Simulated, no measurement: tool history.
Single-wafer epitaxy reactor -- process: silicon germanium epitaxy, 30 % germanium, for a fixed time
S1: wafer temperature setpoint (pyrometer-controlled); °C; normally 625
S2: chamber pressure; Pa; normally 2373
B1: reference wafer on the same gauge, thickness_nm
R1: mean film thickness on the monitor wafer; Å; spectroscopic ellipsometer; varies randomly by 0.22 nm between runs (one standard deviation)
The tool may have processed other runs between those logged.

run   hour   S1    S2      B1      R1
  1    0.0  625  1907  71.364  720.48
  2   30.0  632  2373  71.389  843.31
  3   52.6  632  2373  71.357  850.13
      78.6  -- gauge calibrated
  4   83.2  625  2560  71.415  775.32
  5  102.5  625  2560  71.362  775.54
  6  128.4  625  2560  71.455  772.58
  7  150.6  618  2106  71.406  658.70
  8  179.3  620  2560  71.328  712.66
  9  200.6  620  2560  71.448  717.10
     263.9  -- pyrometer calibrated
 10  264.4  625  2373  71.335  817.57
 11  282.3  625  2826  71.441  864.95
     302.4  -- capacitance manometer re-zeroed and calibrated
     311.8  -- showerhead replaced, of another model than before
 12  312.3  634  2120  71.402  883.90
     337.9  -- gauge calibrated
 13  339.9  632  2373  71.399  907.92
 14  363.5  625  2373  71.411  816.49
 15  377.6  625  2053  71.408  758.92
 16  409.6  630  2933  71.275  977.28
 17  444.1  625  2373  71.320  814.75
 18  457.1  636  2013  71.366  883.60
 19  484.7  616  1933  71.452  634.71

Below, some changes in R1 between adjacent runs. For each, the amount present without the hidden state too (settings, incoming material, random variation) and the amount remaining for the hidden state with gauge scatter not shared by both compared results:
Hidden conditions of the tool in this case: wafer temperature above the value expected at the setpoint (K); true pressure above the setpoint (%); gauge reads high (%).
Run 9 -> 10: S1 620 -> 625, S2 2560 -> 2373, pyrometer calibrated. R1 +100.47 Å: hidden state +61.74, all else +38.73.
Run 18 -> 19: S1 636 -> 616, S2 2013 -> 1933. R1 -248.89 Å: hidden state -0.17, all else -248.72.
